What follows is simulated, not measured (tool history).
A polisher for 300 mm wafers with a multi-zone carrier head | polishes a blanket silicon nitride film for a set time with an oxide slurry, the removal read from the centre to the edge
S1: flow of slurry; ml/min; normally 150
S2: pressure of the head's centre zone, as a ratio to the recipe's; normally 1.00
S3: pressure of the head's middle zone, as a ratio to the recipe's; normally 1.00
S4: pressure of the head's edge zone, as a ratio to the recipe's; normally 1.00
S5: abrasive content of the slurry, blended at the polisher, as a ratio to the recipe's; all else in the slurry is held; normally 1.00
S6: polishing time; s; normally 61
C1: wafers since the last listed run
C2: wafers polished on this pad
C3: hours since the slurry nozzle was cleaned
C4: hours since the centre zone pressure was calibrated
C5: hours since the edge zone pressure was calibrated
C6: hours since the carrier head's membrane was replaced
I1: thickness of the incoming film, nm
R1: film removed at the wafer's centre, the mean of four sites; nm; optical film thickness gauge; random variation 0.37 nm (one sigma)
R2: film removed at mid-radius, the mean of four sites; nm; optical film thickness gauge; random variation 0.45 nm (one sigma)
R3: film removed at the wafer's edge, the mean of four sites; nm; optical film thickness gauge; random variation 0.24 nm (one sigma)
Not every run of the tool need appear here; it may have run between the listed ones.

run	hour	S1	S2	S3	S4	S5	S6	C1	C2	C3	C4	C5	C6	I1	R1	R2	R3
1	0.0	150	1.00	1.00	1.00	1.00	61	0	954	50.6	489.7	467.1	1555.4	257.1	33.0	31.9	32.5
2	40.9	150	1.00	1.00	1.00	1.00	61	327	1281	91.5	530.6	508.0	1596.3	260.0	32.4	31.7	32.6
3	87.9	150	0.95	1.00	1.10	1.15	72	376	1657	138.5	577.6	555.0	1643.3	256.2	38.7	39.1	42.1
# hour 98.0: carrier head's membrane replaced by a new one
4	125.1	130	1.00	1.00	1.00	1.00	61	257	1915	175.7	614.8	592.2	27.1	258.3	30.8	30.2	31.4
5	167.3	150	1.00	1.00	1.11	1.00	61	337	2252	217.9	657.0	634.4	69.3	259.7	31.8	31.5	33.4
6	224.5	130	0.89	1.00	1.00	1.00	61	457	2710	275.1	714.2	691.6	126.5	260.6	27.3	30.5	31.1
7	268.1	125	1.00	1.00	1.00	1.00	61	348	3059	318.7	757.8	735.2	170.1	256.1	30.2	29.3	30.5
# hour 290.3: worn pad replaced by a new one
# hour 297.1: slurry nozzle cleaned
8	323.6	150	0.88	0.89	1.00	1.10	61	404	258	26.5	813.3	790.7	225.6	258.4	30.4	30.4	34.4
9	385.7	150	1.00	1.00	1.00	1.00	61	496	755	88.6	875.4	852.8	287.7	262.1	32.7	32.8	32.8
10	455.5	150	1.11	1.00	1.00	1.00	61	558	1313	158.4	945.2	922.6	357.5	260.8	36.2	32.0	32.2
# hour 457.8: edge zone pressure recalibrated
11	502.8	165	1.05	1.00	1.10	1.30	61	362	1676	205.7	992.5	45.0	404.8	262.4	38.7	35.5	37.8
# hour 516.9: centre zone pressure recalibrated
12	552.7	150	1.00	1.00	1.00	1.00	55	383	2059	255.6	35.8	94.9	454.7	263.8	28.7	27.7	29.0
# hour 607.1: worn pad replaced by a new one
13	607.6	150	1.00	0.93	1.00	1.00	61	407	4	310.5	90.7	149.8	509.6	261.9	33.3	30.7	33.4
14	661.5	150	1.00	1.00	0.91	1.00	61	431	435	364.4	144.6	203.7	563.5	259.7	33.4	32.4	31.9
# hour 665.1: slurry nozzle cleaned
15	698.2	150	1.07	1.00	1.00	0.85	61	285	721	33.1	181.3	240.4	600.2	260.8	33.1	29.9	30.7
16	729.7	150	1.00	1.00	0.89	1.00	61	252	973	64.6	212.8	271.9	631.7	264.1	33.0	32.0	31.1
17	783.1	150	1.00	1.00	1.05	1.00	61	427	1400	118.0	266.2	325.3	685.1	262.5	32.9	31.9	33.2
18	836.6	150	1.00	1.03	1.00	1.00	61	428	1828	171.5	319.7	378.8	738.6	258.4	32.1	32.4	32.6
19	923.9	130	1.00	1.00	1.00	1.00	61	698	2526	258.8	407.0	466.1	825.9	262.3	31.2	29.8	31.2
20	976.1	110	1.00	1.00	1.00	1.00	61	417	2944	311.0	459.2	518.3	878.1	259.9	29.2	28.5	30.4
# hour 999.1: worn pad replaced by a new one
21	1029.2	170	1.00	1.00	1.11	1.20	71	392	240	364.1	512.3	571.4	931.2	259.8	43.2	42.4	44.1

4 options for the next run, each taken on its own from the tool as it stands now. Forecast them:
A	1029.6	150	1.00	1.00	1.00	1.00	76	3	243	364.5	512.7	571.8	931.6	259.6	?	?	?
B	1029.6	150	1.10	1.00	1.00	1.00	61	3	243	364.5	512.7	571.8	931.6	259.6	?	?	?
C	1029.6	110	0.92	0.90	1.00	0.80	61	3	243	364.5	512.7	571.8	931.6	259.6	?	?	?
D	1029.6	150	0.89	1.00	0.95	1.15	78	3	243	364.5	512.7	571.8	931.6	259.6	?	?	?

run	R1	R2	R3
A	40.9	39.6	42.1
B	36.1	31.8	33.8
C	25.2	24.6	29.1
D	39.6	43.2	44.9
Stripped of hidden state, with their random variation kept, the same runs would have yielded:
run	R1	R2	R3
A	41.1	39.8	42.3
B	36.3	31.9	33.9
C	25.3	24.7	29.2
D	39.8	43.4	45.0
